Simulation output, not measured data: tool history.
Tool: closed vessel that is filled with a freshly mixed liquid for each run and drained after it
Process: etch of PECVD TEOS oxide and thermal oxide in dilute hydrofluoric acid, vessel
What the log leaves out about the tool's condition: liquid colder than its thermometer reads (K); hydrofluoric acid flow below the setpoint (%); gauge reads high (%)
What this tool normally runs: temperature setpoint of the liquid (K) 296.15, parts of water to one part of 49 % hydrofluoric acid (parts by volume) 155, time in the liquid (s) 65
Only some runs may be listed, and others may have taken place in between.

run    hour  temperature setpoint of the liquid (K)  parts of water to one part of 49 % hydrofluoric acid (parts by volume)  time in the liquid (s)  wafers since the last listed run  hours since the thermometer was replaced  hours since the hydrofluoric acid flow meter was replaced  hours since the gauge calibration  read-back film thickness of the PECVD TEOS oxide reference wafer, read on the same gauge (nm)  read-back film thickness of the thermal oxide reference wafer, read on the same gauge (nm)  thickness taken off the PECVD TEOS oxide on a monitor wafer (nm)  thickness taken off the thermal oxide on a monitor wafer (nm)
  1     0.0                                  296.15                                                                     155                      65                                 0                                     191.2                                                      902.5                             2033.0                                                                                          30.62                                                                                      61.267                                                              5.68                                                          1.798
  2    87.5                                  296.15                                                                     155                      65                              7163                                     278.7                                                      990.0                             2120.5                                                                                          30.63                                                                                      61.331                                                              5.73                                                          1.766
  3   188.3                                  296.15                                                                     155                      65                              8251                                     379.5                                                     1090.8                             2221.3                                                                                          30.75                                                                                      61.435                                                              5.74                                                          1.751
  4   227.7                                  296.15                                                                     155                      65                              3225                                     418.9                                                     1130.2                             2260.7                                                                                          30.78                                                                                      61.483                                                              5.75                                                          1.812
  5   329.3                                  297.65                                                                     155                      65                              8317                                     520.5                                                     1231.8                             2362.3                                                                                          30.81                                                                                      61.626                                                              6.10                                                          1.895
  6   370.4                                  297.65                                                                     155                      65                              3364                                     561.6                                                     1272.9                             2403.4                                                                                          30.85                                                                                      61.705                                                              6.09                                                          1.930
  7   450.6                                  296.15                                                                     155                      65                              6565                                     641.8                                                     1353.1                             2483.6                                                                                          30.92                                                                                      61.746                                                              5.78                                                          1.808
  8   500.8                                  296.15                                                                     155                      65                              4109                                     692.0                                                     1403.3                             2533.8                                                                                          30.92                                                                                      61.847                                                              5.77                                                          1.773
  9   602.5                                  296.15                                                                     155                      65                              8325                                     793.7                                                     1505.0                             2635.5                                                                                          31.04                                                                                      62.008                                                              5.81                                                          1.798
 10   661.9                                  296.15                                                                     155                      40                              4862                                     853.1                                                     1564.4                             2694.9                                                                                          31.03                                                                                      62.049                                                              3.57                                                          1.112
 11   708.7                                  295.15                                                                     205                      65                              3831                                     899.9                                                     1611.2                             2741.7                                                                                          31.05                                                                                      62.082                                                              4.03                                                          1.237
 12   782.7                                  293.15                                                                     115                      65                              6058                                     973.9                                                     1685.2                             2815.7                                                                                          31.09                                                                                      62.240                                                              7.32                                                          2.296
      791.8  -- thermometer replaced
 13   878.5                                  296.15                                                                      90                      65                              7760                                      86.7                                                     1781.0                             2911.5                                                                                          31.17                                                                                      62.366                                                             10.88                                                          3.329
     1145.9  -- gauge calibrated
 14  1176.2                                  296.15                                                                     155                      65                             24371                                     384.4                                                     2078.7                               30.3                                                                                          29.91                                                                                      59.777                                                              5.64                                                          1.708
 15  1277.5                                  300.65                                                                     155                      90                              8292                                     485.7                                                     2180.0                              131.6                                                                                          29.87                                                                                      59.815                                                              9.15                                                          2.844
 16  1365.9                                  300.65                                                                     180                     105                              7236                                     574.1                                                     2268.4                              220.0                                                                                          29.91                                                                                      59.787                                                              8.86                                                          2.770
     1402.8  -- hydrofluoric acid flow meter replaced
 17  1451.5                                  296.15                                                                     210                      35                              6925                                     659.7                                                       48.7                              305.6                                                                                          29.92                                                                                      59.817                                                              2.11                                                          0.653
 18  1497.7                                  297.65                                                                     130                      40                              3782                                     705.9                                                       94.9                              351.8                                                                                          29.90                                                                                      59.792                                                              4.46                                                          1.370
 19  1542.3                                  292.15                                                                     155                      90                              3651                                     750.5                                                      139.5                              396.4                                                                                          29.86                                                                                      59.818                                                              6.62                                                          2.045
     1583.4  -- thermometer replaced
 20  1732.6                                  296.15                                                                     155                      65                             15497                                     149.2                                                      329.8                              586.7                                                                                          29.90                                                                                      59.867                                                              5.53                                                          1.797
 21  1813.9                                  296.15                                                                     155                      65                              6655                                     230.5                                                      411.1                              668.0                                                                                          30.00                                                                                      59.918                                                              5.58                                                          1.753
 22  1912.4                                  292.15                                                                     195                      45                              8063                                     329.0                                                      509.6                              766.5                                                                                          30.01                                                                                      59.930                                                              2.52                                                          0.786
 23  2010.5                                  295.15                                                                     205                      65                              8030                                     427.1                                                      607.7                              864.6                                                                                          29.98                                                                                      59.953                                                              3.91                                                          1.201
 24  2047.3                                  296.15                                                                     155                      30                              3012                                     463.9                                                      644.5                              901.4                                                                                          30.02                                                                                      59.960                                                              2.59                                                          0.814
 25  2146.5                                  291.65                                                                     220                      85                              8121                                     563.1                                                      743.7                             1000.6                                                                                          30.06                                                                                      60.058                                                              4.08                                                          1.277
 26  2252.2                                  296.15                                                                     125                      95                              8653                                     668.8                                                      849.4                             1106.3                                                                                          30.04                                                                                      60.099                                                             10.52                                                          3.254

Each row is a separate what-if for the run after 26, all from the same tool condition, not one after another. Results?
  A  2252.9                                  296.15                                                                     155                      65                                57                                     669.5                                                      850.1                             1107.0                                                                                              ?                                                                                           ?                                                                 ?                                                              ?
  B  2252.9                                  296.15                                                                     130                      65                                57                                     669.5                                                      850.1                             1107.0                                                                                              ?                                                                                           ?                                                                 ?                                                              ?
  C  2252.9                                  294.15                                                                     155                      75                                57                                     669.5                                                      850.1                             1107.0                                                                                              ?                                                                                           ?                                                                 ?                                                              ?
  D  2252.9                                  293.15                                                                     230                      40                                57                                     669.5                                                      850.1                             1107.0                                                                                              ?                                                                                           ?                                                                 ?                                                              ?

run  read-back film thickness of the PECVD TEOS oxide reference wafer, read on the same gauge (nm)  read-back film thickness of the thermal oxide reference wafer, read on the same gauge (nm)  thickness taken off the PECVD TEOS oxide on a monitor wafer (nm)  thickness taken off the thermal oxide on a monitor wafer (nm)
  A                                                                                          30.02                                                                                      60.055                                                              5.68                                                          1.767
  B                                                                                          30.02                                                                                      60.055                                                              6.96                                                          2.167
  C                                                                                          30.02                                                                                      60.055                                                              6.06                                                          1.886
  D                                                                                          30.02                                                                                      60.055                                                              1.94                                                          0.605
Had the tool no hidden state, the same runs would have come out as:
run  thickness taken off the PECVD TEOS oxide on a monitor wafer (nm)  thickness taken off the thermal oxide on a monitor wafer (nm)
  A                                                              5.67                                                          1.764
  B                                                              6.95                                                          2.163
  C                                                              6.05                                                          1.883
  D                                                              1.94                                                          0.604

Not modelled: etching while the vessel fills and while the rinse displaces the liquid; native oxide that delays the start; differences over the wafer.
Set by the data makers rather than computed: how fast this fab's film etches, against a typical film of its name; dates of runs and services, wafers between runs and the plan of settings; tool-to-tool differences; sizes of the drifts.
